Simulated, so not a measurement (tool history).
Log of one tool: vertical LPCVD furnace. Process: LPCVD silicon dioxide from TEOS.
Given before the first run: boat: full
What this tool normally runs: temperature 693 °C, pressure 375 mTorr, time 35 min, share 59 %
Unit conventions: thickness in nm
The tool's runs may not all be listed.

run    hour  temperature  pressure  time  share  wafers since the last listed run  hours since the last temperature calibration  hours since the pressure gauge was zeroed  hours since the TEOS flow controller was replaced  hours since the gauge calibration  read-back reference wafer on the same gauge, thickness  thickness
  1       0          693       375    35     59                                 0                                        2712.9                                     2458.2                                               5277                              622.1                                                  202.92     233.79
  2    64.6          693       375    35     67                               729                                        2777.5                                     2522.8                                             5341.6                              686.7                                                  202.94     248.08
  3   107.7          693       375    35     67                               486                                        2820.6                                     2565.9                                             5384.7                              729.8                                                  202.99     248.38
  4   176.9          693       375    46     65                               781                                        2889.8                                     2635.1                                             5453.9                                799                                                  203.03      323.9
  5   204.4          693       375    46     65                               310                                        2917.3                                     2662.6                                             5481.4                              826.5                                                  203.03     324.21
  6   255.3          693       375    46     65                               575                                        2968.2                                     2713.5                                             5532.3                              877.4                                                  202.84     323.29
      314.5  -- pressure gauge zeroed
  7     315          693       375    35     59                               403                                        3027.9                                        0.5                                               5592                              937.1                                                  202.71     234.26
  8   362.7          693       375    35     59                               538                                        3075.6                                       48.2                                             5639.7                              984.8                                                  203.08     234.52
  9     467          693       375    35     53                              1178                                        3179.9                                      152.5                                               5744                             1089.1                                                  203.02     223.24
 10   531.9          693       375    35     53                               733                                        3244.8                                      217.4                                             5808.9                               1154                                                  203.09     223.19
 11   590.5          693       410    35     53                               662                                        3303.4                                        276                                             5867.5                             1212.6                                                  203.12     233.83
 12   617.2          693       375    35     59                               301                                        3330.1                                      302.7                                             5894.2                             1239.3                                                  202.98     235.87
      693.9  -- gauge calibrated
 13     827          693       375    35     59                              2370                                        3539.9                                      512.5                                               6104                              133.1                                                  202.96     236.57
 14   872.7          693       375    48     59                               516                                        3585.6                                      558.2                                             6149.7                              178.8                                                   203.1     324.27
 15  1008.4          682       375    35     66                              1533                                        3721.3                                      693.9                                             6285.4                              314.5                                                  203.19     193.34
     1048.5  -- thermocouples replaced and temperature profile calibrated
 16    1049          693       400    23     59                               187                                           0.5                                      734.5                                               6326                              355.1                                                  203.04     149.95
 17  1085.2          693       285    35     59                               408                                          36.7                                      770.7                                             6362.2                              391.3                                                  203.01     192.04
     1139.9  -- TEOS flow controller replaced
 18  1140.4          693       375    35     59                               352                                          91.9                                      825.9                                                0.5                              446.5                                                  202.97     221.06
 19  1204.5          693       295  42.5     68                               724                                           156                                        890                                               64.6                              510.6                                                  203.09     256.83

Run 20 comes next. What will it give?
 20  1244.2          693       375    35     59                               448                                         195.7                                      929.7                                              104.3                              550.3                                                       ?          ?

{"run 20": {"read-back reference wafer on the same gauge, thickness": 203.19, "thickness": 221.23}}
If the tool had no hidden condition, the same run with the same run-to-run variation would have returned thickness 220.38 nm.
